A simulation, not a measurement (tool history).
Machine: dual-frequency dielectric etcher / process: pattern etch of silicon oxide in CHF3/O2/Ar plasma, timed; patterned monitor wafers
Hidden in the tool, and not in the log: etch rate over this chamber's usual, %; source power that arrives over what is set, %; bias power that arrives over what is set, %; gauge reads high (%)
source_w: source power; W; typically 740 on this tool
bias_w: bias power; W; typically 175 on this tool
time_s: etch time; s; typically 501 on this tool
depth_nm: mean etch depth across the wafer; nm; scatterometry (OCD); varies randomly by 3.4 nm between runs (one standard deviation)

run   hour  source_w  bias_w  time_s  wafers since the last listed run  hours since the last wet clean  hours since the last source power generator calibration  hours since the last bias power generator calibration  hours since the last upper electrode change  hours since the gauge calibration  read-back reference wafer on the same gauge, depth_nm  depth_nm
  1      0       740     175     501                                 0                           276.9                                                   4033.7                                                 1867.8                                       2234.9                              276.1                                                  930.2    1033.7
  2   35.8       740     175     501                                91                           312.7                                                   4069.5                                                 1903.6                                       2270.7                              311.9                                                  930.1    1029.1
  3   65.5       810     175     501                                75                           342.4                                                   4099.2                                                 1933.3                                       2300.4                              341.6                                                  932.1    1066.7
  4   89.9       810     175     501                                62                           366.8                                                   4123.6                                                 1957.7                                       2324.8                                366                                                  930.3    1061.7
  5  108.1       740     175     501                                46                             385                                                   4141.8                                                 1975.9                                         2343                              384.2                                                  929.7    1028.3
  6  121.8       740     175     501                                34                           398.7                                                   4155.5                                                 1989.6                                       2356.7                              397.9                                                  929.7    1026.9
  7  142.4       740     175     501                                52                           419.3                                                   4176.1                                                 2010.2                                       2377.3                              418.5                                                  929.3    1027.4
  8  165.1       740     175     501                                57                             442                                                   4198.8                                                 2032.9                                         2400                              441.2                                                  930.7    1022.5
  9  185.8       740     175     501                                52                           462.7                                                   4219.5                                                 2053.6                                       2420.7                              461.9                                                  930.4    1027.4
 10  204.6       670     175     501                                47                           481.5                                                   4238.3                                                 2072.4                                       2439.5                              480.7                                                  929.8       991
 11  221.8       740     206     501                                43                           498.7                                                   4255.5                                                 2089.6                                       2456.7                              497.9                                                    929    1066.8
     230.4  -- bias power generator calibrated
     236.6  -- source power generator calibrated
     275.7  -- wet clean of the chamber
 12  276.2       740     206     501                                57                             0.5                                                     39.6                                                   45.8                                       2511.1                              552.3                                                  930.1    1110.8
 13  276.6       740     206     501                                 1                             0.9                                                       40                                                   46.2                                       2511.5                              552.7                                                  931.3    1107.5
     279.8  -- gauge calibrated
 14    286       740     175     501                                23                            10.3                                                     49.4                                                   55.6                                       2520.9                                6.2                                                  928.5    1058.8
 15  309.9       870     192     501                                60                            34.2                                                     73.3                                                   79.5                                       2544.8                               30.1                                                  930.9    1143.2
 16  329.4       870     211   386.5                                49                            53.7                                                     92.8                                                     99                                       2564.3                               49.6                                                  930.5     899.8
     367.5  -- upper electrode replaced, of another model than before
 17    368       840     146     595                                37                            92.3                                                    131.4                                                  137.6                                          0.5                               88.2                                                  929.4    1236.4
 18  368.5       740     135     501                                 1                            92.8                                                    131.9                                                  138.1                                            1                               88.7                                                  929.7    1005.9
 19  384.8       740     135   570.5                                41                           109.1                                                    148.2                                                  154.4                                         17.3                                105                                                  928.3    1148.3
 20  401.6       740     175     501                                42                           125.9                                                      165                                                  171.2                                         34.1                              121.8                                                  929.5    1049.7
 21  423.6       740     175     501                                56                           147.9                                                      187                                                  193.2                                         56.1                              143.8                                                  929.8    1051.8
 22    442       630     175     501                                46                           166.3                                                    205.4                                                  211.6                                         74.5                              162.2                                                    929    1017.9
 23  476.4       580     156   576.5                                87                           200.7                                                    239.8                                                    246                                        108.9                              196.6                                                  931.9      1131
 24    507       690     195   353.5                                77                           231.3                                                    270.4                                                  276.6                                        139.5                              227.2                                                  930.2       738
 25  533.1       860     201     501                                66                           257.4                                                    296.5                                                  302.7                                        165.6                              253.3                                                  928.7    1100.7
 26  561.3       740     149     501                                71                           285.6                                                    324.7                                                  330.9                                        193.8                              281.5                                                  931.6    1016.2

Predict each of these 4 candidate next runs independently; none follows another, all start after run 26:
  A  561.9       740     175     501                                 1                           286.2                                                    325.3                                                  331.5                                        194.4                              282.1                                                      ?         ?
  B  561.9       920     210   556.5                                 1                           286.2                                                    325.3                                                  331.5                                        194.4                              282.1                                                      ?         ?
  C  561.9       570     207     501                                 1                           286.2                                                    325.3                                                  331.5                                        194.4                              282.1                                                      ?         ?
  D  561.9       620     215     627                                 1                           286.2                                                    325.3                                                  331.5                                        194.4                              282.1                                                      ?         ?

run  read-back reference wafer on the same gauge, depth_nm  depth_nm
  A                                                  927.8    1040.9
  B                                                  927.8    1246.5
  C                                                  927.8    1022.3
  D                                                  927.8    1306.8
With the hidden condition removed and each run's random variation left untouched, the same runs would have given:
run  depth_nm
  A    1049.4
  B    1256.7
  C    1030.6
  D    1317.5
